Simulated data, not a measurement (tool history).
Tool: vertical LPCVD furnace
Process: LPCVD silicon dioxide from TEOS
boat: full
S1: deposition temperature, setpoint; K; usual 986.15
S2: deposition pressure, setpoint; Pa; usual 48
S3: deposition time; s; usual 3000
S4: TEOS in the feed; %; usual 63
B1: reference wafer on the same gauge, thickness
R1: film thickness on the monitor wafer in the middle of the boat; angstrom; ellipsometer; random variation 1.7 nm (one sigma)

run    hour      S1    S2    S3  S4      B1      R1
  1       0  986.15    48  3000  63  604.87  5402.4
  2    68.4  986.15    48  3000  71  605.08  5752.6
  3   157.4  986.15    48  3000  63  605.32  5456.7
  4   195.1  986.15  42.7  3000  63  604.82  5089.8
  5   262.7  986.15    48  3000  63  605.31  5461.6
  6   312.9  986.15    48  3000  63  604.85  5428.1
  7   354.8  977.15    48  3000  63  604.97  4425.9
  8   420.9  986.15    48  3000  67  605.02  5622.5
      499.5  -- pressure gauge zeroed
  9     500  986.15    48  3000  63  604.91  5434.2
      594.5  -- gauge calibrated
 10     641  986.15  55.3  3000  63  604.63  5839.6
        674  -- thermocouples replaced and temperature profile calibrated
 11   699.2  986.15    48  3000  63  605.39  5375.2
 12   746.7  992.15    44  3000  66   604.7  6048.8
      893.5  -- TEOS flow controller replaced
 13   915.1  986.15    54  3000  63  605.22  5726.9
 14   973.4  986.15    48  3570  63  605.05  6415.5
 15  1006.7  982.15  43.3  2460  69  604.94  4027.5
 16  1067.9  986.15  53.3  3360  63  604.78  6365.3
 17  1098.6  976.15    48  3000  72  605.04  4608.2
 18  1131.2  995.15  55.3  3000  75  604.82  7804.9
 19  1168.7  995.15  36.7  3000  63  604.91  5784.4
 20  1209.1  986.15    48  3000  63  605.46  5387.6
 21  1265.8  986.15  39.3  3000  71  604.89  5238.6
 22  1319.6  986.15    48  3000  63  604.96  5433.6
 23  1366.8  986.15  57.3  3000  51  605.21  5325.2
 24  1430.4  986.15    48  3000  63  605.03  5436.3
 25  1480.5  986.15    48  3000  63  604.66  5434.3
 26  1519.5  974.15  59.3  4110  51  604.74  5660.2
 27    1591  977.15  39.3  2340  52  604.79  2833.4
 28  1615.1  996.15    48  3000  63  604.77  6788.2
 29  1648.3  997.15  40.7  3780  52  604.94  7338.9
 30  1716.8  986.15    48  3000  63   605.3  5446.5
 31    1785  979.15    54  3480  51   605.1  5109.2
 32  1850.5  989.15  51.3  2430  73  604.69  5265.2

Measured less the same run without the tool's hidden state. The same run-to-run variation is in both; the gauge's scatter may not be:
The hidden state here: true tube temperature minus thermocouple reading, K; true pressure minus gauge reading, mTorr; deviation of the TEOS flow from its setpoint, %; gauge reads high (%).
run     R1
  1  +65.5
  2  +71.6
  3  +69.8
  4  +65.8
  5  +71.8
  6  +72.1
  7  +60.5
  8  +76.3
  9  +74.6
 10  +81.8
 11   +6.1
 12  +13.3
 13  +30.9
 14  +40.4
 15  +27.4
 16  +48.2
 17  +37.3
 18  +63.6
 19  +49.4
 20  +49.1
 21  +50.4
 22  +54.7
 23  +55.5
 24  +59.1
 25  +60.7
 26  +66.2
 27  +33.9
 28  +79.1
 29  +86.4
 30  +67.1
 31  +65.2
 32  +66.9
